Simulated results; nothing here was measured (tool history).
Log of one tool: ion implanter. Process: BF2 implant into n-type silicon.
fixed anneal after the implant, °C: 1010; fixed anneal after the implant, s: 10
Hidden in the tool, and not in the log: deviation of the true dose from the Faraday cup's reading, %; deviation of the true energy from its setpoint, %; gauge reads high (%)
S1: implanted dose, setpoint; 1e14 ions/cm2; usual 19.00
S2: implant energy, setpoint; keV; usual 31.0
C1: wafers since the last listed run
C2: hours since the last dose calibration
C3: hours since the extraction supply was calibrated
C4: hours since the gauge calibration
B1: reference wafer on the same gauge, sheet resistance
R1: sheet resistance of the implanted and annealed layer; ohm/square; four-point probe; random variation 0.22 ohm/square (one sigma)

| run | hour | S1 | S2 | C1 | C2 | C3 | C4 | B1 | R1 |
|---|---|---|---|---|---|---|---|---|---|
| 1 | 0.0 | 21.80 | 31.0 | 0 | 1932.7 | 1304.1 | 240.6 | 148.88 | 125.88 |
| 2 | 31.3 | 21.80 | 31.0 | 526 | 1964.0 | 1335.4 | 271.9 | 149.01 | 125.81 |
| 3 | 61.9 | 19.00 | 31.0 | 515 | 1994.6 | 1366.0 | 302.5 | 148.97 | 127.45 |
| 4 | 87.4 | 20.66 | 31.0 | 429 | 2020.1 | 1391.5 | 328.0 | 148.94 | 126.43 |
| 5 | 111.1 | 20.66 | 31.0 | 398 | 2043.8 | 1415.2 | 351.7 | 149.03 | 126.57 |
| 6 | 128.8 | 20.66 | 31.0 | 297 | 2061.5 | 1432.9 | 369.4 | 148.93 | 127.17 |
| 7 | 150.8 | 19.00 | 31.0 | 370 | 2083.5 | 1454.9 | 391.4 | 149.04 | 127.50 |
| 8 | 186.5 | 19.00 | 31.0 | 600 | 2119.2 | 1490.6 | 427.1 | 148.98 | 127.39 |
| 9 | 217.9 | 19.00 | 31.0 | 528 | 2150.6 | 1522.0 | 458.5 | 149.03 | 127.51 |
| 10 | 237.3 | 19.00 | 31.0 | 326 | 2170.0 | 1541.4 | 477.9 | 148.94 | 127.07 |
| 11 | 251.0 | 19.00 | 31.0 | 230 | 2183.7 | 1555.1 | 491.6 | 149.13 | 127.04 |
| 12 | 347.2 | 19.00 | 31.0 | 1619 | 2279.9 | 1651.3 | 587.8 | 148.94 | 127.41 |
| 13 | 364.6 | 19.00 | 31.0 | 292 | 2297.3 | 1668.7 | 605.2 | 149.00 | 127.68 |
|  | 377.8 | gauge calibrated |
| 14 | 392.0 | 19.00 | 31.0 | 461 | 2324.7 | 1696.1 | 14.2 | 148.98 | 127.61 |
| 15 | 425.5 | 19.00 | 31.0 | 563 | 2358.2 | 1729.6 | 47.7 | 149.12 | 127.92 |
| 16 | 448.9 | 19.00 | 31.0 | 393 | 2381.6 | 1753.0 | 71.1 | 149.14 | 127.43 |
| 17 | 483.5 | 19.00 | 41.0 | 582 | 2416.2 | 1787.6 | 105.7 | 149.13 | 109.28 |
| 18 | 496.2 | 19.00 | 39.0 | 213 | 2428.9 | 1800.3 | 118.4 | 149.05 | 112.30 |
|  | 518.9 | extraction supply calibrated |
| 19 | 521.5 | 24.48 | 31.0 | 291 | 2454.2 | 2.6 | 143.7 | 148.94 | 123.18 |
| 20 | 548.8 | 15.06 | 31.0 | 459 | 2481.5 | 29.9 | 171.0 | 148.97 | 129.50 |
| 21 | 576.3 | 21.94 | 31.0 | 462 | 2509.0 | 57.4 | 198.5 | 149.11 | 124.45 |
|  | 610.0 | Faraday cup replaced and dose calibrated |
| 22 | 610.5 | 23.48 | 40.5 | 440 | 0.5 | 91.6 | 232.7 | 149.05 | 106.87 |
| 23 | 631.2 | 16.62 | 36.5 | 348 | 21.2 | 112.3 | 253.4 | 149.06 | 117.16 |
| 24 | 656.5 | 22.55 | 23.5 | 425 | 46.5 | 137.6 | 278.7 | 149.00 | 144.87 |
| 25 | 671.5 | 19.00 | 31.0 | 252 | 61.5 | 152.6 | 293.7 | 148.99 | 126.32 |
| 26 | 686.1 | 19.00 | 27.5 | 245 | 76.1 | 167.2 | 308.3 | 148.84 | 134.64 |
| 27 | 719.6 | 19.00 | 39.5 | 563 | 109.6 | 200.7 | 341.8 | 148.96 | 110.72 |
| 28 | 752.2 | 19.00 | 31.0 | 548 | 142.2 | 233.3 | 374.4 | 148.93 | 126.67 |
| 29 | 782.4 | 19.00 | 31.0 | 508 | 172.4 | 263.5 | 404.6 | 149.02 | 126.94 |

Measured less the same run without the tool's hidden state. The same run-to-run variation is in both; the gauge's scatter may not be:
| run | R1 |
|---|---|
| 1 | +1.90 |
| 2 | +1.92 |
| 3 | +1.96 |
| 4 | +1.96 |
| 5 | +1.97 |
| 6 | +1.99 |
| 7 | +2.01 |
| 8 | +2.02 |
| 9 | +2.03 |
| 10 | +2.04 |
| 11 | +2.04 |
| 12 | +2.08 |
| 13 | +2.10 |
| 14 | +2.10 |
| 15 | +2.12 |
| 16 | +2.12 |
| 17 | +1.82 |
| 18 | +1.88 |
| 19 | +0.20 |
| 20 | +0.31 |
| 21 | +0.39 |
| 22 | +0.45 |
| 23 | +0.52 |
| 24 | +0.71 |
| 25 | +0.70 |
| 26 | +0.79 |
| 27 | +0.73 |
| 28 | +0.92 |
| 29 | +1.00 |
